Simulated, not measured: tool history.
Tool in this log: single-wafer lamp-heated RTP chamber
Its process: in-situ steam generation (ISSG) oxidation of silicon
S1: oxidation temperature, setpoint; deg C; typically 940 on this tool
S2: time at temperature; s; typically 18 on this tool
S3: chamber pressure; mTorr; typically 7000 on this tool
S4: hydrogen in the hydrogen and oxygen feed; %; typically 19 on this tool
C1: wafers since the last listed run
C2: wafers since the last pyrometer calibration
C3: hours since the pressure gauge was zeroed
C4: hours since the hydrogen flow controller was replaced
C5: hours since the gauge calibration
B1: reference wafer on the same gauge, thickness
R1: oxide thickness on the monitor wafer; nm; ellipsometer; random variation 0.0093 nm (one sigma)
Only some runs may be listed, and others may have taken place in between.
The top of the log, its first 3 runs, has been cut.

run 4 hour=232.3 | S1=940 S2=18 S3=6900 S4=19 | C1=973 C2=6974 C3=1838.6 C4=5983.9 C5=1448.6 | B1=3.547 | R1=3.968
run 5 hour=291.4 | S1=940 S2=18 S3=6900 S4=19 | C1=1004 C2=7979 C3=1897.7 C4=6043 C5=1507.7 | B1=3.548 | R1=3.98
run 6 hour=339.6 | S1=952 S2=18 S3=7000 S4=19 | C1=819 C2=8798 C3=1945.9 C4=6091.2 C5=1555.9 | B1=3.552 | R1=4.103
-- hour=370.6 pyrometer window cleaned and pyrometer calibrated
run 7 hour=438.4 | S1=952 S2=18 S3=7000 S4=19 | C1=1543 C2=1152 C3=2044.7 C4=6190 C5=1654.7 | B1=3.548 | R1=4.128
run 8 hour=521.1 | S1=952 S2=18 S3=7000 S4=19 | C1=1405 C2=2558 C3=2127.4 C4=6272.7 C5=1737.4 | B1=3.551 | R1=4.123
run 9 hour=607.1 | S1=955 S2=18 S3=7000 S4=19 | C1=1461 C2=4019 C3=2213.4 C4=6358.7 C5=1823.4 | B1=3.548 | R1=4.151
run 10 hour=652.7 | S1=924 S2=18 S3=7000 S4=19 | C1=775 C2=4794 C3=2259 C4=6404.3 C5=1869 | B1=3.546 | R1=3.823
run 11 hour=737.9 | S1=924 S2=18 S3=7000 S4=19 | C1=1448 C2=6243 C3=2344.2 C4=6489.5 C5=1954.2 | B1=3.55 | R1=3.816
run 12 hour=838.6 | S1=944 S2=18 S3=7000 S4=27 | C1=1711 C2=7954 C3=2444.9 C4=6590.2 C5=2054.9 | B1=3.548 | R1=4.4
run 13 hour=898.5 | S1=944 S2=18 S3=7000 S4=27 | C1=1018 C2=8972 C3=2504.8 C4=6650.1 C5=2114.8 | B1=3.55 | R1=4.392
-- hour=974 hydrogen flow controller replaced
run 14 hour=993.8 | S1=944 S2=18 S3=7000 S4=27 | C1=1483 C2=10456 C3=2600.1 C4=19.8 C5=2210.1 | B1=3.55 | R1=4.393
-- hour=1003.7 pyrometer window cleaned and pyrometer calibrated
run 15 hour=1075 | S1=940 S2=17 S3=7800 S4=19 | C1=1244 C2=1212 C3=2681.3 C4=101 C5=2291.3 | B1=3.549 | R1=3.907
run 16 hour=1127.7 | S1=940 S2=14 S3=7000 S4=19 | C1=895 C2=2108 C3=2734 C4=153.7 C5=2344 | B1=3.55 | R1=3.617
-- hour=1167.1 gauge calibrated
run 17 hour=1210 | S1=940 S2=18 S3=7000 S4=11 | C1=1398 C2=3507 C3=2816.3 C4=236 C5=42.9 | B1=3.55 | R1=3.519
run 18 hour=1267.1 | S1=940 S2=14 S3=7900 S4=15 | C1=970 C2=4477 C3=2873.4 C4=293.1 C5=100 | B1=3.548 | R1=3.434
run 19 hour=1334.1 | S1=928 S2=18 S3=7600 S4=19 | C1=1138 C2=5616 C3=2940.4 C4=360.1 C5=167 | B1=3.552 | R1=3.887
run 20 hour=1417.5 | S1=933 S2=12 S3=6900 S4=27 | C1=1417 C2=7034 C3=3023.8 C4=443.5 C5=250.4 | B1=3.553 | R1=3.718
run 21 hour=1491.5 | S1=940 S2=18 S3=7000 S4=19 | C1=1257 C2=8292 C3=3097.8 C4=517.5 C5=324.4 | B1=3.551 | R1=3.985
-- hour=1527.4 pyrometer window cleaned and pyrometer calibrated
run 22 hour=1587.8 | S1=940 S2=18 S3=7000 S4=19 | C1=1500 C2=1027 C3=3194.1 C4=613.8 C5=420.7 | B1=3.553 | R1=3.988
-- hour=1615.7 pressure gauge zeroed
run 23 hour=1714.1 | S1=940 S2=18 S3=7000 S4=19 | C1=2010 C2=3038 C3=98.4 C4=740.1 C5=547 | B1=3.549 | R1=3.995

Predict the results of run 24:
run 24 hour=1805.2 | S1=949 S2=18 S3=7000 S4=26 | C1=1548 C2=4586 C3=189.5 C4=831.2 C5=638.1 | B1=? | R1=?

B1: 3.551
R1: 4.433 nm
Had the tool carried no hidden state, the very same run would have given R1 4.433 nm.
